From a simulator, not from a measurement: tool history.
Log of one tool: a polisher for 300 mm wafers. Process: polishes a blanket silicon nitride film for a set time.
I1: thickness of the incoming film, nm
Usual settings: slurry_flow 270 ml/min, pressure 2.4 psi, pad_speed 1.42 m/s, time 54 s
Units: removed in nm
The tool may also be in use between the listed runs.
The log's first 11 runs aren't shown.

{"day": 19.712, "done": "worn pad replaced by a new one"}
{"run": 12, "day": 22.375, "slurry_flow": 270, "pressure": 2.4, "pad_speed": 1.42, "time": 54, "I1": 846.8, "removed": 82.4}
{"day": 23.525, "done": "head pressure recalibrated"}
{"run": 13, "day": 24.6, "slurry_flow": 270, "pressure": 2.4, "pad_speed": 1.42, "time": 54, "I1": 822.1, "removed": 82}
{"run": 14, "day": 25.846, "slurry_flow": 270, "pressure": 2.2, "pad_speed": 1.42, "time": 54, "I1": 819.3, "removed": 75.7}
{"run": 15, "day": 27.296, "slurry_flow": 270, "pressure": 2.4, "pad_speed": 1.42, "time": 47, "I1": 815.5, "removed": 70.1}
{"run": 16, "day": 29.608, "slurry_flow": 270, "pressure": 2.4, "pad_speed": 1.42, "time": 47, "I1": 828.6, "removed": 70.3}
{"day": 30.671, "done": "worn pad replaced by a new one, of another model than before"}
{"day": 31.829, "done": "slurry nozzle cleaned"}
{"run": 17, "day": 32.208, "slurry_flow": 180, "pressure": 3.1, "pad_speed": 1, "time": 70, "I1": 827.8, "removed": 97.1}
{"run": 18, "day": 33.875, "slurry_flow": 270, "pressure": 2.1, "pad_speed": 1.42, "time": 54, "I1": 829.8, "removed": 73.4}
{"run": 19, "day": 35.467, "slurry_flow": 270, "pressure": 2.4, "pad_speed": 1.42, "time": 54, "I1": 836.7, "removed": 82.2}
{"run": 20, "day": 38.454, "slurry_flow": 270, "pressure": 2.4, "pad_speed": 1.92, "time": 47, "I1": 831.4, "removed": 90.9}
{"run": 21, "day": 41.375, "slurry_flow": 270, "pressure": 2.4, "pad_speed": 1.16, "time": 35, "I1": 836.5, "removed": 43.1}
{"day": 43.512, "done": "worn pad replaced by a new one"}
{"run": 22, "day": 43.954, "slurry_flow": 215, "pressure": 2.4, "pad_speed": 1.42, "time": 45, "I1": 836.6, "removed": 69.3}

The next listed run, before its measurement:
{"run": 23, "day": 46.6, "slurry_flow": 330, "pressure": 2.4, "pad_speed": 1.42, "time": 54, "I1": 831.7, "removed": "?"}

{"run 23": {"removed": 83.5}}
Without the tool's hidden state the same run would have given removed 84.6 nm.

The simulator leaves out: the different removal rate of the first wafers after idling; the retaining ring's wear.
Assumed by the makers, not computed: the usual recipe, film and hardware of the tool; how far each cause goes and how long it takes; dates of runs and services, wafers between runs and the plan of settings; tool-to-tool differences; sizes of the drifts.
